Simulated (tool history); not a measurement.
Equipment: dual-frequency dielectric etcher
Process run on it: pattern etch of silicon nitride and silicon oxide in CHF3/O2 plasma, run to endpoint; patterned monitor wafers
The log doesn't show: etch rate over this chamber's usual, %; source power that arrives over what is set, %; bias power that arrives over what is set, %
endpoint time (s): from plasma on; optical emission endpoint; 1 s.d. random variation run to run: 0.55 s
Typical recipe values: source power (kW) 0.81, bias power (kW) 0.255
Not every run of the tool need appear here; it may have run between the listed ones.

run	hour	source power (kW)	bias power (kW)	wafers since the last listed run	hours since the last wet clean	hours since the last source power generator calibration	hours since the last bias power generator calibration	hours since the last upper electrode change	incoming incoming film thickness, nm	endpoint time (s)
1	0	0.81	0.255	0	276.3	3339.4	2221.9	3292.9	309.4	166.1
2	38.5	0.81	0.255	164	314.8	3377.9	2260.4	3331.4	312.8	167.3
3	81.1	0.81	0.255	182	357.4	3420.5	2303	3374	309.1	165.2
# hour 150.5: wet clean of the chamber
4	151	0.75	0.238	196	0.5	3490.4	2372.9	3443.9	310.1	177.4
5	212	0.75	0.238	260	61.5	3551.4	2433.9	3504.9	309.5	175.5
6	273	0.81	0.255	260	122.5	3612.4	2494.9	3565.9	310.5	167
# hour 328.8: upper electrode replaced
7	337.4	0.81	0.255	172	186.9	3676.8	2559.3	8.6	310.4	168.3
8	364.9	0.81	0.255	117	214.4	3704.3	2586.8	36.1	310	166.3
9	410.9	0.81	0.255	196	260.4	3750.3	2632.8	82.1	307.3	165.5
10	481.4	0.81	0.255	301	330.9	3820.8	2703.3	152.6	305.9	164.6
# hour 540.7: source power generator calibrated
# hour 546.6: bias power generator calibrated
# hour 558.2: wet clean of the chamber
11	558.7	0.81	0.255	246	0.5	18	12.1	229.9	311.3	166.5
12	566.7	0.81	0.255	34	8.5	26	20.1	237.9	309.2	166.9
13	605	0.81	0.217	163	46.8	64.3	58.4	276.2	309.4	172.9
14	653.4	0.65	0.223	206	95.2	112.7	106.8	324.6	310.8	192.5
15	712.5	0.71	0.208	252	154.3	171.8	165.9	383.7	308.7	187.1
16	738.1	0.81	0.218	109	179.9	197.4	191.5	409.3	308.3	172.9
17	773.5	0.88	0.255	151	215.3	232.8	226.9	444.7	306.5	159
18	807	0.75	0.214	143	248.8	266.3	260.4	478.2	307.1	180.8
19	848	0.81	0.255	175	289.8	307.3	301.4	519.2	307.8	165.7
20	879.9	0.81	0.285	136	321.7	339.2	333.3	551.1	312.4	163.6
21	935.8	0.81	0.218	239	377.6	395.1	389.2	607	309.8	174.2
22	966.1	0.99	0.221	129	407.9	425.4	419.5	637.3	308.7	158.3

Entry by entry between the runs, the difference in hidden state between the last listed run before and the first listed run after:
Runs 3 to 4: wet clean of the chamber (hour 150.5)
  nothing in the hidden state changes from one run to the other
Runs 6 to 7: upper electrode replaced (hour 328.8)
  nothing in the hidden state changes from one run to the other
Runs 10 to 11: source power generator calibrated (hour 540.7); bias power generator calibrated (hour 546.6); wet clean of the chamber (hour 558.2)
  nothing in the hidden state changes from one run to the other
